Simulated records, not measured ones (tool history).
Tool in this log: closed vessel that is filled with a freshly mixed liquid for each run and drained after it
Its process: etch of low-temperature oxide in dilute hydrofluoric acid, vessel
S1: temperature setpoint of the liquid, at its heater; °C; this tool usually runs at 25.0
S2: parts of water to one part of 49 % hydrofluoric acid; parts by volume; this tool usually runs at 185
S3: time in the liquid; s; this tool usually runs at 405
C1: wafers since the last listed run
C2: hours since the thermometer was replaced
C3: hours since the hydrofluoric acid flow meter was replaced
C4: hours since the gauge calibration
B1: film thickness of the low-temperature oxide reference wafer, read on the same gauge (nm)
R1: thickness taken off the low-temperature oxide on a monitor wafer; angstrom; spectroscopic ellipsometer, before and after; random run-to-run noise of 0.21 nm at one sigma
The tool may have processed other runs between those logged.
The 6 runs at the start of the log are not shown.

Run 7, day 3.242: usual settings; C1 1145; C2 22.0; C3 1598.4; C4 318.5; B1 60.01. Result: R1 324.4 angstrom.
Run 8, day 3.858: usual settings; C1 1160; C2 36.8; C3 1613.2; C4 333.3; B1 60.02. Result: R1 325.5 angstrom.
Run 9, day 4.179: usual settings but S1 27.0 °C; C1 603; C2 44.5; C3 1620.9; C4 341.0; B1 59.98. Result: R1 344.2 angstrom.
At day 4.500: hydrofluoric acid flow meter replaced.
Run 10, day 4.562: usual settings but S3 300 s; C1 643; C2 53.7; C3 1.5; C4 350.2; B1 60.01. Result: R1 240.9 angstrom.
Run 11, day 5.262: usual settings; C1 1317; C2 70.5; C3 18.3; C4 367.0; B1 59.97. Result: R1 327.9 angstrom.
Run 12, day 5.512: usual settings but S1 26.5 °C, S2 220 parts by volume, S3 215 s; C1 470; C2 76.5; C3 24.3; C4 373.0; B1 59.99. Result: R1 148.2 angstrom.
Run 13, day 6.088: usual settings but S1 21.0 °C, S3 280 s; C1 1082; C2 90.3; C3 38.1; C4 386.8; B1 60.04. Result: R1 194.5 angstrom.
Run 14, day 6.471: usual settings but S1 30.0 °C, S2 135 parts by volume, S3 170 s; C1 721; C2 99.5; C3 47.3; C4 396.0; B1 60.04. Result: R1 239.2 angstrom.
At day 6.646: gauge calibrated.
At day 7.062: thermometer replaced, repeated, since the last time left the tool worse.
Run 15, day 7.088: usual settings; C1 1082; C2 0.6; C3 62.1; C4 10.6; B1 60.02. Result: R1 291.7 angstrom.
Run 16, day 7.571: usual settings but S2 130 parts by volume, S3 270 s; C1 909; C2 12.2; C3 73.7; C4 22.2; B1 60.04. Result: R1 295.7 angstrom.
Run 17, day 8.162: usual settings but S1 28.0 °C, S2 275 parts by volume, S3 325 s; C1 1113; C2 26.4; C3 87.9; C4 36.4; B1 59.97. Result: R1 157.7 angstrom.
Run 18, day 8.592: usual settings; C1 807; C2 36.7; C3 98.2; C4 46.7; B1 59.99. Result: R1 289.0 angstrom.
Run 19, day 9.088: usual settings; C1 933; C2 48.6; C3 110.1; C4 58.6; B1 60.02. Result: R1 294.0 angstrom.
Run 20, day 9.338: usual settings but S3 545 s; C1 470; C2 54.6; C3 116.1; C4 64.6; B1 60.04. Result: R1 392.5 angstrom.
Run 21, day 9.912: usual settings; C1 1082; C2 68.4; C3 129.9; C4 78.4; B1 60.03. Result: R1 289.6 angstrom.
Run 22, day 10.192: usual settings but S1 20.5 °C; C1 525; C2 75.1; C3 136.6; C4 85.1; B1 59.99. Result: R1 245.5 angstrom.
Run 23, day 10.812: usual settings but S1 28.0 °C; C1 1168; C2 90.0; C3 151.5; C4 100.0; B1 60.00. Result: R1 326.8 angstrom.
Run 24, day 11.421: usual settings but S1 29.5 °C, S2 100 parts by volume, S3 195 s; C1 1145; C2 104.6; C3 166.1; C4 114.6; B1 59.99. Result: R1 339.8 angstrom.
Run 25, day 12.150: usual settings but S1 28.0 °C, S2 130 parts by volume, S3 625 s; C1 1372; C2 122.1; C3 183.6; C4 132.1; B1 60.00. Result: R1 758.6 angstrom.
Run 26, day 12.608: usual settings but S1 23.0 °C, S2 240 parts by volume, S3 220 s; C1 862; C2 133.1; C3 194.6; C4 143.1; B1 60.01. Result: R1 107.3 angstrom.
Run 27, day 13.075: usual settings but S1 21.5 °C, S2 210 parts by volume, S3 225 s; C1 878; C2 144.3; C3 205.8; C4 154.3; B1 59.96. Result: R1 122.6 angstrom.
Run 28, day 13.358: usual settings but S1 23.0 °C, S3 490 s; C1 533; C2 151.1; C3 212.6; C4 161.1; B1 60.01. Result: R1 323.0 angstrom.

What does the tool deliver on the next run?
Run 29, day 13.808: usual settings but S2 265 parts by volume, S3 585 s; C1 847; C2 161.9; C3 223.4; C4 171.9; B1 ?. Result: R1 ?.

{"run 29": {"B1": 60.03, "R1": 271.4}}
Without the tool's hidden state the same run would have given R1 268.8 angstrom.

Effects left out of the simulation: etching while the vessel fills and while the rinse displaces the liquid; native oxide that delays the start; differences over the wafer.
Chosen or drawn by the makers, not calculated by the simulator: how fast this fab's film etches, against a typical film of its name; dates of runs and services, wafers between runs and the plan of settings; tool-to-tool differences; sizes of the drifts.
